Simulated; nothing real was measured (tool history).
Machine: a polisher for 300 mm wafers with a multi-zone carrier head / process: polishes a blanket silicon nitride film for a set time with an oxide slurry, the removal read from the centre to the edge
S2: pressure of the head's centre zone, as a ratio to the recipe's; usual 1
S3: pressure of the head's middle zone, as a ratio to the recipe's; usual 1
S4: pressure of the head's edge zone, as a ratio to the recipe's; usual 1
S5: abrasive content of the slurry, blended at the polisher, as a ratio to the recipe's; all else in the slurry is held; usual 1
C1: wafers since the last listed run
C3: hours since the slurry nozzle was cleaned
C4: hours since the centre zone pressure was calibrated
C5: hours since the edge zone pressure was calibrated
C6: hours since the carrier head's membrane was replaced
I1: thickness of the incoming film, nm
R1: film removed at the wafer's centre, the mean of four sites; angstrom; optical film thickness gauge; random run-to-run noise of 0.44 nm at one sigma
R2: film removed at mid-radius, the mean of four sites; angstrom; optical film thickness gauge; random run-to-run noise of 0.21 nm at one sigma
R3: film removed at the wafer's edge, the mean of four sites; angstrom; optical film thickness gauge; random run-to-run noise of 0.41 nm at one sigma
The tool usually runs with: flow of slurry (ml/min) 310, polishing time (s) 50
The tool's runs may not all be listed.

Run 1, hour 0: usual settings; C1 0; wafers polished on this pad 288; C3 588.4; C4 189.1; C5 413.8; C6 941; I1 250.6. Result: R1 292 angstrom, R2 303 angstrom, R3 290 angstrom.
Run 2, hour 12.6: usual settings; C1 89; wafers polished on this pad 377; C3 601; C4 201.7; C5 426.4; C6 953.6; I1 246.1. Result: R1 297 angstrom, R2 299 angstrom, R3 297 angstrom.
Run 3, hour 29.9: usual settings but S3 1.09; C1 123; wafers polished on this pad 500; C3 618.3; C4 219; C5 443.7; C6 970.9; I1 249.3. Result: R1 295 angstrom, R2 313 angstrom, R3 295 angstrom.
Run 4, hour 45: usual settings but S3 1.09; C1 107; wafers polished on this pad 608; C3 633.4; C4 234.1; C5 458.8; C6 986; I1 249.3. Result: R1 298 angstrom, R2 314 angstrom, R3 293 angstrom.
Run 5, hour 80.6: usual settings but S3 1.09; C1 253; wafers polished on this pad 861; C3 669; C4 269.7; C5 494.4; C6 1021.6; I1 247.3. Result: R1 286 angstrom, R2 306 angstrom, R3 285 angstrom.
At hour 119.6: carrier head's membrane replaced by a new one.
Run 6, hour 120.1: usual settings; C1 245; wafers polished on this pad 1106; C3 708.5; C4 309.2; C5 533.9; C6 0.5; I1 248. Result: R1 281 angstrom, R2 283 angstrom, R3 284 angstrom.
At hour 127.4: worn pad replaced by a new one, of another model than before.
Run 7, hour 148.1: usual settings; C1 170; wafers polished on this pad 147; C3 736.5; C4 337.2; C5 561.9; C6 28.5; I1 251.8. Result: R1 305 angstrom, R2 300 angstrom, R3 300 angstrom.
Run 8, hour 177.8: usual settings; C1 211; wafers polished on this pad 358; C3 766.2; C4 366.9; C5 591.6; C6 58.2; I1 246.5. Result: R1 298 angstrom, R2 301 angstrom, R3 299 angstrom.
Run 9, hour 207.5: usual settings but S2 0.95, S4 1.06, S5 0.8; C1 211; wafers polished on this pad 569; C3 795.9; C4 396.6; C5 621.3; C6 87.9; I1 251.5. Result: R1 265 angstrom, R2 280 angstrom, R3 283 angstrom.
Run 10, hour 222.4: usual settings; C1 105; wafers polished on this pad 675; C3 810.8; C4 411.5; C5 636.2; C6 102.8; I1 253.5. Result: R1 294 angstrom, R2 299 angstrom, R3 288 angstrom.
Run 11, hour 246.1: usual settings; C1 168; wafers polished on this pad 844; C3 834.5; C4 435.2; C5 659.9; C6 126.5; I1 253.4. Result: R1 294 angstrom, R2 291 angstrom, R3 294 angstrom.
At hour 247.5: slurry nozzle cleaned.
At hour 259.2: worn pad replaced by a new one.
Run 12, hour 259.7: usual settings; C1 61; wafers polished on this pad 3; C3 12.2; C4 448.8; C5 673.5; C6 140.1; I1 254. Result: R1 308 angstrom, R2 308 angstrom, R3 309 angstrom.
Run 13, hour 281.5: usual settings but S3 1.09, S4 0.96, S5 0.75, polishing time (s) 45; C1 155; wafers polished on this pad 158; C3 34; C4 470.6; C5 695.3; C6 161.9; I1 247.7. Result: R1 255 angstrom, R2 271 angstrom, R3 252 angstrom.
At hour 341.5: centre zone pressure recalibrated.
At hour 381: edge zone pressure recalibrated.
Run 14, hour 382.2: usual settings; C1 687; wafers polished on this pad 846; C3 134.7; C4 40.7; C5 1.2; C6 262.6; I1 253.2. Result: R1 299 angstrom, R2 294 angstrom, R3 290 angstrom.
At hour 387.8: worn pad replaced by a new one.
Run 15, hour 399.8: usual settings but S3 0.95, S4 0.94, S5 0.75; C1 96; wafers polished on this pad 85; C3 152.3; C4 58.3; C5 18.8; C6 280.2; I1 249.5. Result: R1 278 angstrom, R2 269 angstrom, R3 270 angstrom.
Run 16, hour 422.9: usual settings but S4 0.91, polishing time (s) 40; C1 164; wafers polished on this pad 249; C3 175.4; C4 81.4; C5 41.9; C6 303.3; I1 250.6. Result: R1 249 angstrom, R2 243 angstrom, R3 233 angstrom.
Run 17, hour 508.4: usual settings but flow of slurry (ml/min) 210, S3 1.05; C1 608; wafers polished on this pad 858; C3 260.9; C4 166.9; C5 127.4; C6 388.8; I1 246.8. Result: R1 286 angstrom, R2 295 angstrom, R3 291 angstrom.
Run 18, hour 541.9: usual settings but S2 0.97, S4 0.94, polishing time (s) 63; C1 238; wafers polished on this pad 1096; C3 294.4; C4 200.4; C5 160.9; C6 422.3; I1 250.9. Result: R1 349 angstrom, R2 356 angstrom, R3 346 angstrom.
At hour 548.3: worn pad replaced by a new one.
Run 19, hour 574.9: usual settings but S3 1.06, S5 0.8; C1 206; wafers polished on this pad 189; C3 327.4; C4 233.4; C5 193.9; C6 455.3; I1 250. Result: R1 288 angstrom, R2 295 angstrom, R3 287 angstrom.
Run 20, hour 598: usual settings but flow of slurry (ml/min) 365, S5 1.2, polishing time (s) 36; C1 164; wafers polished on this pad 353; C3 350.5; C4 256.5; C5 217; C6 478.4; I1 252.4. Result: R1 230 angstrom, R2 230 angstrom, R3 224 angstrom.
Run 21, hour 611.4: usual settings but polishing time (s) 58; C1 95; wafers polished on this pad 449; C3 363.9; C4 269.9; C5 230.4; C6 491.8; I1 249.6. Result: R1 351 angstrom, R2 346 angstrom, R3 348 angstrom.

For each entry between runs, how does the tool's hidden state at the last listed run before it compare with that at the first listed run after it?
From run 5 to run 6: carrier head's membrane replaced by a new one (hour 119.6)
  removal rate lost through wear of the pad, %: 4.93 -> 7.82
  measured value less the no-hidden-state value, R1: -15 -> -24 angstrom; R2: -16 -> -24 angstrom; R3: -15 -> -24 angstrom
From run 6 to run 7: worn pad replaced by a new one, of another model than before (hour 127.4)
  removal rate lost through wear of the pad, %: 7.82 -> 0.717
  measured value less the no-hidden-state value, R1: -24 -> -2 angstrom; R2: -24 -> -2 angstrom; R3: -24 -> -2 angstrom
From run 11 to run 12: slurry nozzle cleaned (hour 247.5); worn pad replaced by a new one (hour 259.2)
  removal rate lost through wear of the pad, %: 4.26 -> 0.0212
  measured value less the no-hidden-state value, R1: -13 -> +0 angstrom; R2: -13 -> -1 angstrom; R3: -13 -> +0 angstrom
From run 13 to run 14: centre zone pressure recalibrated (hour 341.5); edge zone pressure recalibrated (hour 381)
  removal rate lost through wear of the pad, %: 0.15 -> 3.94
  measured value less the no-hidden-state value, R1: +0 -> -12 angstrom; R2: -1 -> -12 angstrom; R3: +0 -> -12 angstrom
From run 14 to run 15: worn pad replaced by a new one (hour 387.8)
  removal rate lost through wear of the pad, %: 3.94 -> 0.583
  measured value less the no-hidden-state value, R1: -12 -> -2 angstrom; R2: -12 -> -2 angstrom; R3: -12 -> -2 angstrom
From run 18 to run 19: worn pad replaced by a new one (hour 548.3)
  removal rate lost through wear of the pad, %: 6.7 -> 1.17
  measured value less the no-hidden-state value, R1: -25 -> -3 angstrom; R2: -26 -> -3 angstrom; R3: -25 -> -4 angstrom

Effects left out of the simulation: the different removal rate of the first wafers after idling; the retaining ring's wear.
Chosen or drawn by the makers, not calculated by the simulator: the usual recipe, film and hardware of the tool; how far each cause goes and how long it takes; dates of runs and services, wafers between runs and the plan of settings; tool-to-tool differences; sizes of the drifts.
